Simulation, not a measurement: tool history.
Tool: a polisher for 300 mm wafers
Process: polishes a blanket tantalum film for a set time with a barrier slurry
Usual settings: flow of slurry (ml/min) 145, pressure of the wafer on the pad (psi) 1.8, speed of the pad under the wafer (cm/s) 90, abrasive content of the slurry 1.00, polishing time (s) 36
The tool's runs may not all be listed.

run,hour,flow of slurry (ml/min),pressure of the wafer on the pad (psi),speed of the pad under the wafer (cm/s),abrasive content of the slurry,polishing time (s),wafers since the last listed run,wafers polished on this pad,hours since the slurry nozzle was cleaned,hours since the head pressure was calibrated,hours since the slurry blender was calibrated,"incoming thickness of the incoming film, nm",film removed (angstrom)
1,0.0,145,1.8,90,1.00,36,0,106,335.2,455.4,150.2,391.0,515
2,14.8,145,1.8,90,1.00,36,258,364,350.0,470.2,165.0,392.5,481
3,23.4,145,1.8,90,1.00,36,150,515,358.6,478.8,173.6,387.9,478
4,34.7,145,1.8,90,1.15,36,197,712,369.9,490.1,184.9,388.8,483
5,41.8,145,1.8,90,1.15,36,124,837,377.0,497.2,192.0,395.1,481
# hour 49.4: worn pad replaced by a new one
6,55.0,130,1.8,90,1.00,36,160,97,390.2,510.4,205.2,396.6,489
7,67.7,145,1.8,80,1.00,36,222,319,402.9,523.1,217.9,390.8,442
8,78.2,145,1.8,80,1.00,36,183,503,413.4,533.6,228.4,388.8,439
9,88.6,145,1.8,80,1.00,36,181,685,423.8,544.0,238.8,396.3,429
10,96.1,145,1.8,90,1.00,36,131,816,431.3,551.5,246.3,385.8,472
11,103.3,145,1.8,90,1.00,36,125,942,438.5,558.7,253.5,386.6,466
# hour 105.5: slurry nozzle cleaned
# hour 108.5: worn pad replaced by a new one
12,118.8,145,1.8,90,1.00,36,200,179,13.3,574.2,269.0,397.4,552
13,131.3,145,1.8,90,1.00,42,218,398,25.8,586.7,281.5,388.6,610
14,143.4,115,1.4,90,1.00,29,211,609,37.9,598.8,293.6,384.8,307
15,152.1,145,1.8,90,1.00,36,152,761,46.6,607.5,302.3,390.4,518
# hour 159.2: worn pad replaced by a new one
# hour 159.2: slurry blender recalibrated
16,162.2,130,1.8,62,1.00,36,141,52,56.7,617.6,3.0,391.3,413
17,172.2,145,1.8,64,1.25,36,174,227,66.7,627.6,13.0,389.1,429
18,181.9,115,1.5,74,1.30,36,169,396,76.4,637.3,22.7,389.0,373
19,197.2,130,1.5,90,1.00,42,267,664,91.7,652.6,38.0,390.8,492
# hour 206.8: head pressure recalibrated
20,213.0,145,1.8,90,1.00,36,241,905,107.5,6.2,53.8,392.9,518
# hour 223.0: worn pad replaced by a new one
21,229.2,145,1.8,90,1.00,23,213,108,123.7,22.4,70.0,390.8,350
22,238.7,145,1.8,90,1.00,36,166,274,133.2,31.9,79.5,394.4,528
23,246.6,145,1.8,90,1.00,36,138,412,141.1,39.8,87.4,393.1,525
24,260.9,145,1.8,90,1.00,24,250,662,155.4,54.1,101.7,383.0,338
25,271.0,145,2.4,90,1.25,36,176,839,165.5,64.2,111.8,391.1,702
# hour 275.2: worn pad replaced by a new one
26,280.6,95,1.8,90,1.00,36,97,93,175.1,73.8,121.4,390.1,476

Forecast each of these 4 alternatives for the next run:
A,281.0,145,1.8,64,1.00,36,6,100,175.5,74.2,121.8,394.7,?
B,281.0,145,1.4,108,1.25,36,6,100,175.5,74.2,121.8,394.7,?
C,281.0,145,1.8,90,0.75,24,6,100,175.5,74.2,121.8,394.7,?
D,281.0,145,1.8,68,1.00,36,6,100,175.5,74.2,121.8,394.7,?

run,film removed (angstrom)
A,414
B,507
C,338
D,433
Without the tool's hidden state the same runs would have given:
run,film removed (angstrom)
A,446
B,546
C,364
D,466

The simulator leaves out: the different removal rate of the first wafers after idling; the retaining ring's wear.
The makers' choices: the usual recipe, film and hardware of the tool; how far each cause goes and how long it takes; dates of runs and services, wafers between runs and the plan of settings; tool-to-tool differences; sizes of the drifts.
